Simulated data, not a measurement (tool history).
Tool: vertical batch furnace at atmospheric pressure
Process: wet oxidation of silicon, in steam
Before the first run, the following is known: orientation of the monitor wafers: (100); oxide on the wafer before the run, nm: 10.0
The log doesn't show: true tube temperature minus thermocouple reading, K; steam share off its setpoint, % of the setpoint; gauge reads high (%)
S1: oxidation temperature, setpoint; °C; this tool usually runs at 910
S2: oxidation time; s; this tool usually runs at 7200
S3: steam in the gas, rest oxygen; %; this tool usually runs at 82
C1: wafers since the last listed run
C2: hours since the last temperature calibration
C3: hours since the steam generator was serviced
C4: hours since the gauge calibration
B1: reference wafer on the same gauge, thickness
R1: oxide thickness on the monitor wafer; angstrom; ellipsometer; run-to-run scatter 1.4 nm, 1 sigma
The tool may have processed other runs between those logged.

Run 1, hour 0.0: usual settings; C1 0; C2 987.9; C3 1768.2; C4 563.8; B1 309.92. Result: R1 2918.3 angstrom.
Run 2, hour 89.9: usual settings; C1 1495; C2 1077.8; C3 1858.1; C4 653.7; B1 309.77. Result: R1 2912.9 angstrom.
Run 3, hour 102.2: usual settings; C1 204; C2 1090.1; C3 1870.4; C4 666.0; B1 310.03. Result: R1 2904.9 angstrom.
Run 4, hour 127.9: usual settings; C1 427; C2 1115.8; C3 1896.1; C4 691.7; B1 310.32. Result: R1 2894.7 angstrom.
Run 5, hour 161.1: usual settings; C1 552; C2 1149.0; C3 1929.3; C4 724.9; B1 310.10. Result: R1 2911.5 angstrom.
Run 6, hour 179.7: usual settings but S1 900 °C; C1 309; C2 1167.6; C3 1947.9; C4 743.5; B1 309.59. Result: R1 2595.9 angstrom.
Run 7, hour 211.0: usual settings but S1 900 °C; C1 520; C2 1198.9; C3 1979.2; C4 774.8; B1 309.44. Result: R1 2586.0 angstrom.
At hour 246.0: steam generator serviced.
Run 8, hour 246.5: usual settings; C1 191; C2 1234.4; C3 0.5; C4 810.3; B1 310.16. Result: R1 2809.5 angstrom.
Run 9, hour 257.9: usual settings; C1 189; C2 1245.8; C3 11.9; C4 821.7; B1 310.00. Result: R1 2792.4 angstrom.
Run 10, hour 289.7: usual settings; C1 528; C2 1277.6; C3 43.7; C4 853.5; B1 310.39. Result: R1 2815.2 angstrom.
Run 11, hour 325.6: usual settings but S2 6000 s; C1 597; C2 1313.5; C3 79.6; C4 889.4; B1 310.11. Result: R1 2413.6 angstrom.
Run 12, hour 361.2: usual settings; C1 592; C2 1349.1; C3 115.2; C4 925.0; B1 309.73. Result: R1 2786.3 angstrom.
At hour 374.8: gauge calibrated.
At hour 408.9: steam generator serviced, repeated, since the last time left the tool worse.
Run 13, hour 409.4: usual settings; C1 402; C2 1397.3; C3 0.5; C4 34.6; B1 310.04. Result: R1 3003.8 angstrom.
Run 14, hour 414.5: usual settings; C1 84; C2 1402.4; C3 5.6; C4 39.7; B1 310.30. Result: R1 3018.4 angstrom.
Run 15, hour 419.6: usual settings but S2 6000 s; C1 84; C2 1407.5; C3 10.7; C4 44.8; B1 310.30. Result: R1 2590.2 angstrom.
At hour 444.7: thermocouples replaced and temperature profile calibrated.
Run 16, hour 449.4: usual settings but S3 77 %; C1 96; C2 4.7; C3 40.5; C4 74.6; B1 310.27. Result: R1 2872.9 angstrom.
Run 17, hour 481.0: usual settings but S1 893 °C; C1 525; C2 36.3; C3 72.1; C4 106.2; B1 309.90. Result: R1 2446.2 angstrom.
Run 18, hour 512.1: usual settings; C1 517; C2 67.4; C3 103.2; C4 137.3; B1 309.63. Result: R1 3002.5 angstrom.
Run 19, hour 545.2: usual settings but S1 899 °C; C1 550; C2 100.5; C3 136.3; C4 170.4; B1 310.20. Result: R1 2653.7 angstrom.
Run 20, hour 581.0: usual settings; C1 595; C2 136.3; C3 172.1; C4 206.2; B1 310.07. Result: R1 2962.6 angstrom.
Run 21, hour 612.5: usual settings; C1 523; C2 167.8; C3 203.6; C4 237.7; B1 309.37. Result: R1 3003.1 angstrom.
Run 22, hour 645.2: usual settings but S1 898 °C, S3 87 %; C1 543; C2 200.5; C3 236.3; C4 270.4; B1 310.06. Result: R1 2719.2 angstrom.
Run 23, hour 676.7: usual settings but S1 933 °C, S2 6000 s, S3 93 %; C1 523; C2 232.0; C3 267.8; C4 301.9; B1 309.81. Result: R1 3562.6 angstrom.
Run 24, hour 689.6: usual settings but S1 891 °C, S3 74 %; C1 214; C2 244.9; C3 280.7; C4 314.8; B1 310.24. Result: R1 2163.6 angstrom.
Run 25, hour 718.3: usual settings; C1 477; C2 273.6; C3 309.4; C4 343.5; B1 310.53. Result: R1 2996.1 angstrom.
Run 26, hour 731.7: usual settings but S1 927 °C; C1 222; C2 287.0; C3 322.8; C4 356.9; B1 310.04. Result: R1 3504.6 angstrom.
Run 27, hour 763.8: usual settings but S3 73 %; C1 533; C2 319.1; C3 354.9; C4 389.0; B1 309.59. Result: R1 2699.6 angstrom.

Take each entry between the runs: how does the hidden state at the last listed run before it differ from the hidden state at the first listed run after it?
Logged between run 7 and run 8: steam generator serviced (hour 246.0)
  steam share off its setpoint, % of the setpoint: -5.4 -> -9.1
  measured value less the no-hidden-state value, R1: -120.5 -> -223.9 angstrom
Logged between run 12 and run 13: gauge calibrated (hour 374.8); steam generator serviced, repeated, since the last time left the tool worse (hour 408.9)
  steam share off its setpoint, % of the setpoint: -10.1 -> -0.343
  measured value less the no-hidden-state value, R1: -248.2 -> -8.3 angstrom
Logged between run 15 and run 16: thermocouples replaced and temperature profile calibrated (hour 444.7)
  steam share off its setpoint, % of the setpoint: -0.437 -> -0.702
  measured value less the no-hidden-state value, R1: -9.2 -> -16.3 angstrom
